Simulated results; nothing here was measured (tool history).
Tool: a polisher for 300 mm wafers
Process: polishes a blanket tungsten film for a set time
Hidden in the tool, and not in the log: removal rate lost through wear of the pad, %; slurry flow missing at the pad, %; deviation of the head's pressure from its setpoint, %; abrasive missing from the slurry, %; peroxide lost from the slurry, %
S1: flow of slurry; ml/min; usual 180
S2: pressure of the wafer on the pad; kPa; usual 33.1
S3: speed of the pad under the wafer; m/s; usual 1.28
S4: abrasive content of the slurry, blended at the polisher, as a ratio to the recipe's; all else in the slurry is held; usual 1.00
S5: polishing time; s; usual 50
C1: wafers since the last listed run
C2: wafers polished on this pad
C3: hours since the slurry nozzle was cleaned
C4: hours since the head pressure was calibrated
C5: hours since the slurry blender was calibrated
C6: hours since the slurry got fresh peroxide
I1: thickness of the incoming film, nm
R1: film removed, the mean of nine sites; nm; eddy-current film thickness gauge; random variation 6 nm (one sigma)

run,hour,S1,S2,S3,S4,S5,C1,C2,C3,C4,C5,C6,I1,R1
1,0.0,180,33.1,1.28,1.00,50,0,938,728.1,1115.9,13.8,60.8,1114.4,437.3
# hour 7.1: worn pad replaced by a new one
2,10.9,180,33.1,1.28,1.00,50,91,50,739.0,1126.8,24.7,71.7,1095.3,438.1
# hour 23.9: slurry tank refilled with fresh slurry and peroxide
3,27.9,180,33.1,1.28,1.00,50,212,262,756.0,1143.8,41.7,4.0,1128.7,429.2
4,44.6,180,33.1,1.28,1.00,50,221,484,772.7,1160.5,58.4,20.7,1111.0,426.8
5,52.1,180,33.1,1.28,1.00,50,99,583,780.2,1168.0,65.9,28.2,1112.5,420.5
6,64.4,180,33.1,0.94,1.00,50,163,746,792.5,1180.3,78.2,40.5,1100.8,314.4
# hour 81.6: worn pad replaced by a new one
7,82.1,180,33.1,1.28,1.00,50,181,6,810.2,1198.0,95.9,58.2,1122.0,441.3
8,85.9,180,33.1,1.28,1.00,50,50,56,814.0,1201.8,99.7,62.0,1107.7,443.9
# hour 96.9: slurry tank refilled with fresh slurry and peroxide
9,98.8,180,33.1,1.28,1.00,50,157,214,826.9,1214.7,112.6,1.9,1101.0,434.0
10,108.7,180,33.1,1.28,1.00,50,131,345,836.8,1224.6,122.5,11.8,1121.6,434.8
11,125.6,180,33.1,1.28,1.00,50,224,569,853.7,1241.5,139.4,28.7,1125.0,431.1
12,131.6,120,33.1,1.28,0.80,50,79,649,859.7,1247.5,145.4,34.7,1089.4,397.3
# hour 138.5: head pressure recalibrated
# hour 169.2: worn pad replaced by a new one
13,170.2,180,33.1,1.28,1.00,50,432,13,898.3,31.7,184.0,73.3,1104.6,441.7
# hour 187.3: slurry tank refilled with fresh slurry and peroxide
14,187.7,130,33.1,1.28,1.00,50,218,231,915.8,49.2,201.5,0.4,1104.3,424.7
# hour 194.9: slurry nozzle cleaned
15,195.4,235,33.1,1.28,1.25,59,88,320,0.5,56.9,209.2,8.1,1094.2,552.9
16,209.0,205,24.8,0.84,1.00,44,180,500,14.1,70.5,222.8,21.7,1122.4,209.8
17,215.3,180,33.1,1.28,1.00,50,83,584,20.4,76.8,229.1,28.0,1097.3,436.9
# hour 228.2: slurry blender recalibrated
18,228.7,180,33.1,1.28,1.00,50,151,735,33.8,90.2,0.5,41.4,1104.3,430.2
# hour 261.3: worn pad replaced by a new one
19,266.0,225,33.1,1.68,1.00,34,441,61,71.1,127.5,37.8,78.7,1087.3,409.6
# hour 274.5: slurry tank refilled with fresh slurry and peroxide
20,281.8,180,33.1,1.28,1.00,57,196,258,86.9,143.3,53.6,7.3,1122.0,504.6
21,297.2,180,38.6,1.28,1.10,50,204,462,102.3,158.7,69.0,22.7,1105.1,487.9
22,310.2,180,33.1,1.28,0.75,50,172,634,115.3,171.7,82.0,35.7,1099.4,406.3
23,322.2,120,33.1,1.28,1.00,45,159,793,127.3,183.7,94.0,47.7,1123.4,366.5
24,330.0,180,33.1,1.42,1.10,50,103,897,135.1,191.5,101.8,55.5,1109.4,492.5
25,347.2,200,24.8,1.52,1.00,33,228,1125,152.3,208.7,119.0,72.7,1096.1,288.3

The next listed run, before its measurement:
# hour 353.7: worn pad replaced by a new one
# hour 360.2: slurry tank refilled with fresh slurry and peroxide
26,363.7,180,33.1,1.28,1.00,50,152,119,168.8,225.2,135.5,3.5,1124.0,?

Run 26 gave R1 429.5 nm.
Without the tool's hidden state the same run would have given R1 429.5 nm.

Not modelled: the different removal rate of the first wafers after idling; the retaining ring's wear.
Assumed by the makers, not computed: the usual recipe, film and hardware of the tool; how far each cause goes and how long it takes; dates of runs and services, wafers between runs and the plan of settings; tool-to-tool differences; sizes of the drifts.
